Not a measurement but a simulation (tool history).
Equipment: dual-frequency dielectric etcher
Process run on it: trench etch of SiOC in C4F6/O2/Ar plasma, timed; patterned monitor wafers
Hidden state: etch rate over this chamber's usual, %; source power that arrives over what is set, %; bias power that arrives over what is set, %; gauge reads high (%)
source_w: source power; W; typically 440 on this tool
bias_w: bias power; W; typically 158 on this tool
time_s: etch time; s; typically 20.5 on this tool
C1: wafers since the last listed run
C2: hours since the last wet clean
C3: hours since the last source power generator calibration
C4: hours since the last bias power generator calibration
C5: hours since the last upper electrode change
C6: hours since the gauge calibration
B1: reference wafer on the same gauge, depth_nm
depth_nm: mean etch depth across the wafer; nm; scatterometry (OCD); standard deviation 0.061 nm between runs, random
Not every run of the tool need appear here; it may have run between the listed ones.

run 1 hour=0.0 | source_w=500 bias_w=158 time_s=25.0 | C1=0 C2=398.2 C3=3105.2 C4=2504.0 C5=4131.0 C6=44.0 | B1=42.40 | depth_nm=52.46
run 2 hour=8.7 | source_w=500 bias_w=158 time_s=25.0 | C1=110 C2=406.9 C3=3113.9 C4=2512.7 C5=4139.7 C6=52.7 | B1=42.39 | depth_nm=52.58
run 3 hour=20.5 | source_w=440 bias_w=158 time_s=20.5 | C1=150 C2=418.7 C3=3125.7 C4=2524.5 C5=4151.5 C6=64.5 | B1=42.39 | depth_nm=41.83
run 4 hour=29.8 | source_w=440 bias_w=158 time_s=20.5 | C1=118 C2=428.0 C3=3135.0 C4=2533.8 C5=4160.8 C6=73.8 | B1=42.40 | depth_nm=41.73
run 5 hour=83.3 | source_w=440 bias_w=158 time_s=20.5 | C1=682 C2=481.5 C3=3188.5 C4=2587.3 C5=4214.3 C6=127.3 | B1=42.40 | depth_nm=42.00
run 6 hour=93.1 | source_w=440 bias_w=158 time_s=20.5 | C1=124 C2=491.3 C3=3198.3 C4=2597.1 C5=4224.1 C6=137.1 | B1=42.41 | depth_nm=41.91
run 7 hour=99.5 | source_w=440 bias_w=158 time_s=20.5 | C1=81 C2=497.7 C3=3204.7 C4=2603.5 C5=4230.5 C6=143.5 | B1=42.39 | depth_nm=41.92
run 8 hour=112.9 | source_w=440 bias_w=158 time_s=20.5 | C1=170 C2=511.1 C3=3218.1 C4=2616.9 C5=4243.9 C6=156.9 | B1=42.41 | depth_nm=42.01
-- hour=129.6 bias power generator calibrated
run 9 hour=130.1 | source_w=440 bias_w=158 time_s=20.5 | C1=168 C2=528.3 C3=3235.3 C4=0.5 C5=4261.1 C6=174.1 | B1=42.39 | depth_nm=41.99
-- hour=155.9 wet clean of the chamber
run 10 hour=156.4 | source_w=440 bias_w=158 time_s=20.5 | C1=29 C2=0.5 C3=3261.6 C4=26.8 C5=4287.4 C6=200.4 | B1=42.41 | depth_nm=40.69
run 11 hour=160.6 | source_w=440 bias_w=158 time_s=20.5 | C1=53 C2=4.7 C3=3265.8 C4=31.0 C5=4291.6 C6=204.6 | B1=42.40 | depth_nm=40.68
run 12 hour=169.1 | source_w=440 bias_w=158 time_s=20.5 | C1=108 C2=13.2 C3=3274.3 C4=39.5 C5=4300.1 C6=213.1 | B1=42.41 | depth_nm=40.70
-- hour=196.9 upper electrode replaced
-- hour=200.4 source power generator calibrated
run 13 hour=200.9 | source_w=440 bias_w=158 time_s=20.5 | C1=55 C2=45.0 C3=0.5 C4=71.3 C5=4.0 C6=244.9 | B1=42.39 | depth_nm=40.83
run 14 hour=201.2 | source_w=480 bias_w=158 time_s=20.5 | C1=3 C2=45.3 C3=0.8 C4=71.6 C5=4.3 C6=245.2 | B1=42.41 | depth_nm=41.62
run 15 hour=215.1 | source_w=440 bias_w=194 time_s=25.0 | C1=177 C2=59.2 C3=14.7 C4=85.5 C5=18.2 C6=259.1 | B1=42.40 | depth_nm=53.19
run 16 hour=227.1 | source_w=350 bias_w=158 time_s=15.0 | C1=153 C2=71.2 C3=26.7 C4=97.5 C5=30.2 C6=271.1 | B1=42.40 | depth_nm=28.38
-- hour=230.6 gauge calibrated
run 17 hour=241.6 | source_w=440 bias_w=186 time_s=25.0 | C1=184 C2=85.7 C3=41.2 C4=112.0 C5=44.7 C6=11.0 | B1=42.38 | depth_nm=52.42
run 18 hour=253.0 | source_w=440 bias_w=158 time_s=20.5 | C1=145 C2=97.1 C3=52.6 C4=123.4 C5=56.1 C6=22.4 | B1=42.40 | depth_nm=40.96
run 19 hour=261.1 | source_w=440 bias_w=158 time_s=16.0 | C1=103 C2=105.2 C3=60.7 C4=131.5 C5=64.2 C6=30.5 | B1=42.39 | depth_nm=31.95
run 20 hour=273.9 | source_w=440 bias_w=158 time_s=20.5 | C1=163 C2=118.0 C3=73.5 C4=144.3 C5=77.0 C6=43.3 | B1=42.40 | depth_nm=40.94
run 21 hour=288.9 | source_w=380 bias_w=177 time_s=20.5 | C1=191 C2=133.0 C3=88.5 C4=159.3 C5=92.0 C6=58.3 | B1=42.40 | depth_nm=40.94
run 22 hour=298.8 | source_w=440 bias_w=133 time_s=15.0 | C1=126 C2=142.9 C3=98.4 C4=169.2 C5=101.9 C6=68.2 | B1=42.40 | depth_nm=28.54
run 23 hour=313.6 | source_w=380 bias_w=170 time_s=20.5 | C1=188 C2=157.7 C3=113.2 C4=184.0 C5=116.7 C6=83.0 | B1=42.40 | depth_nm=40.61
run 24 hour=328.9 | source_w=440 bias_w=158 time_s=20.5 | C1=195 C2=173.0 C3=128.5 C4=199.3 C5=132.0 C6=98.3 | B1=42.40 | depth_nm=41.09
run 25 hour=344.6 | source_w=440 bias_w=158 time_s=20.5 | C1=200 C2=188.7 C3=144.2 C4=215.0 C5=147.7 C6=114.0 | B1=42.40 | depth_nm=41.00
run 26 hour=357.9 | source_w=440 bias_w=180 time_s=20.5 | C1=169 C2=202.0 C3=157.5 C4=228.3 C5=161.0 C6=127.3 | B1=42.40 | depth_nm=42.82
run 27 hour=367.1 | source_w=350 bias_w=158 time_s=23.5 | C1=117 C2=211.2 C3=166.7 C4=237.5 C5=170.2 C6=136.5 | B1=42.41 | depth_nm=44.76

Forecast each of these 3 alternatives for the next run:
run A hour=367.5 | source_w=330 bias_w=158 time_s=20.5 | C1=5 C2=211.6 C3=167.1 C4=237.9 C5=170.6 C6=136.9 | B1=? | depth_nm=?
run B hour=367.5 | source_w=440 bias_w=158 time_s=16.5 | C1=5 C2=211.6 C3=167.1 C4=237.9 C5=170.6 C6=136.9 | B1=? | depth_nm=?
run C hour=367.5 | source_w=440 bias_w=189 time_s=18.5 | C1=5 C2=211.6 C3=167.1 C4=237.9 C5=170.6 C6=136.9 | B1=? | depth_nm=?

run=A B1=42.39 depth_nm=38.48
run=B B1=42.39 depth_nm=33.10
run=C B1=42.39 depth_nm=39.19
Without the tool's unlogged condition, the same runs would have read:
run=A depth_nm=38.04
run=B depth_nm=32.71
run=C depth_nm=38.74
